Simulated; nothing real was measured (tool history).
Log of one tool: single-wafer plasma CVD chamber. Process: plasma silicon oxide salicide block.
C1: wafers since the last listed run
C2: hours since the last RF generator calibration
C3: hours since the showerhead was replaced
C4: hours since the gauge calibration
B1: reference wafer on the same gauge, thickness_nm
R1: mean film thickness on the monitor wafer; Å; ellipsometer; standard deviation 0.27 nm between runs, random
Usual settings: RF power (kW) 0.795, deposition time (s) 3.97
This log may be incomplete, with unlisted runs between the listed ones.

Run 1, day 0.000: usual settings; C1 0; C2 588.6; C3 3077.6; C4 127.7; B1 44.689. Result: R1 463.40 Å.
Run 2, day 1.433: usual settings; C1 818; C2 623.0; C3 3112.0; C4 162.1; B1 44.682. Result: R1 466.92 Å.
Run 3, day 2.683: usual settings but deposition time (s) 3.73; C1 713; C2 653.0; C3 3142.0; C4 192.1; B1 44.755. Result: R1 431.54 Å.
Run 4, day 4.062: usual settings; C1 787; C2 686.1; C3 3175.1; C4 225.2; B1 44.717. Result: R1 463.45 Å.
Run 5, day 4.633: usual settings; C1 325; C2 699.8; C3 3188.8; C4 238.9; B1 44.715. Result: R1 465.09 Å.
Run 6, day 6.033: usual settings; C1 799; C2 733.4; C3 3222.4; C4 272.5; B1 44.672. Result: R1 468.39 Å.
Run 7, day 7.329: usual settings; C1 739; C2 764.5; C3 3253.5; C4 303.6; B1 44.650. Result: R1 468.05 Å.
Run 8, day 8.117: usual settings; C1 449; C2 783.4; C3 3272.4; C4 322.5; B1 44.669. Result: R1 462.54 Å.
Run 9, day 9.217: usual settings; C1 627; C2 809.8; C3 3298.8; C4 348.9; B1 44.638. Result: R1 468.46 Å.
Run 10, day 10.538: usual settings but RF power (kW) 0.870; C1 753; C2 841.5; C3 3330.5; C4 380.6; B1 44.660. Result: R1 482.11 Å.
Run 11, day 11.929: usual settings but RF power (kW) 0.870; C1 794; C2 874.9; C3 3363.9; C4 414.0; B1 44.690. Result: R1 481.44 Å.
Run 12, day 12.917: usual settings but RF power (kW) 0.870; C1 563; C2 898.6; C3 3387.6; C4 437.7; B1 44.722. Result: R1 476.87 Å.
Run 13, day 15.621: usual settings; C1 1543; C2 963.5; C3 3452.5; C4 502.6; B1 44.717. Result: R1 467.62 Å.
Run 14, day 16.662: usual settings; C1 594; C2 988.5; C3 3477.5; C4 527.6; B1 44.729. Result: R1 466.52 Å.
At day 17.579: showerhead replaced.
At day 17.933: RF generator calibrated.
Run 15, day 17.954: usual settings; C1 356; C2 0.5; C3 9.0; C4 558.6; B1 44.666. Result: R1 468.86 Å.
Run 16, day 18.575: usual settings; C1 354; C2 15.4; C3 23.9; C4 573.5; B1 44.670. Result: R1 466.96 Å.
At day 19.875: gauge calibrated.
Run 17, day 19.992: usual settings; C1 808; C2 49.4; C3 57.9; C4 2.8; B1 44.628. Result: R1 463.09 Å.
Run 18, day 20.633: usual settings; C1 366; C2 64.8; C3 73.3; C4 18.2; B1 44.719. Result: R1 466.14 Å.
Run 19, day 21.592: usual settings but RF power (kW) 0.865, deposition time (s) 3.70; C1 546; C2 87.8; C3 96.3; C4 41.2; B1 44.689. Result: R1 446.41 Å.
Run 20, day 22.654: usual settings but RF power (kW) 0.645, deposition time (s) 3.34; C1 606; C2 113.3; C3 121.8; C4 66.7; B1 44.665. Result: R1 366.29 Å.
Run 21, day 23.658: usual settings but deposition time (s) 4.69; C1 573; C2 137.4; C3 145.9; C4 90.8; B1 44.772. Result: R1 547.19 Å.
Run 22, day 24.517: usual settings but deposition time (s) 3.31; C1 489; C2 158.0; C3 166.5; C4 111.4; B1 44.699. Result: R1 386.77 Å.
Run 23, day 25.167: usual settings but RF power (kW) 0.955, deposition time (s) 4.49; C1 370; C2 173.6; C3 182.1; C4 127.0; B1 44.728. Result: R1 555.48 Å.
Run 24, day 26.342: usual settings but RF power (kW) 0.715, deposition time (s) 3.75; C1 670; C2 201.8; C3 210.3; C4 155.2; B1 44.691. Result: R1 428.67 Å.
Run 25, day 28.129: usual settings but RF power (kW) 0.930, deposition time (s) 4.23; C1 1020; C2 244.7; C3 253.2; C4 198.1; B1 44.709. Result: R1 523.39 Å.
Run 26, day 29.258: usual settings but RF power (kW) 0.955, deposition time (s) 3.52; C1 644; C2 271.8; C3 280.3; C4 225.2; B1 44.672. Result: R1 436.04 Å.
Run 27, day 29.800: usual settings but RF power (kW) 0.735, deposition time (s) 3.44; C1 309; C2 284.8; C3 293.3; C4 238.2; B1 44.711. Result: R1 394.66 Å.
Run 28, day 30.942: usual settings but RF power (kW) 0.660; C1 651; C2 312.2; C3 320.7; C4 265.6; B1 44.700. Result: R1 433.96 Å.
Run 29, day 31.625: usual settings; C1 390; C2 328.6; C3 337.1; C4 282.0; B1 44.628. Result: R1 462.16 Å.
Run 30, day 32.600: usual settings; C1 556; C2 352.0; C3 360.5; C4 305.4; B1 44.772. Result: R1 465.32 Å.
Run 31, day 35.329: usual settings but RF power (kW) 0.860, deposition time (s) 3.25; C1 1557; C2 417.5; C3 426.0; C4 370.9; B1 44.692. Result: R1 390.09 Å.
Run 32, day 38.254: usual settings; C1 1669; C2 487.7; C3 496.2; C4 441.1; B1 44.679. Result: R1 464.29 Å.
Run 33, day 39.129: usual settings but RF power (kW) 0.715; C1 499; C2 508.7; C3 517.2; C4 462.1; B1 44.660. Result: R1 451.24 Å.
Run 34, day 40.538: usual settings but RF power (kW) 0.735, deposition time (s) 3.20; C1 803; C2 542.5; C3 551.0; C4 495.9; B1 44.721. Result: R1 364.68 Å.

Run-by-run hidden state of the tool:
delivered RF power above the setpoint (%): 0 on each run
gauge reads high (%): 0 on each run
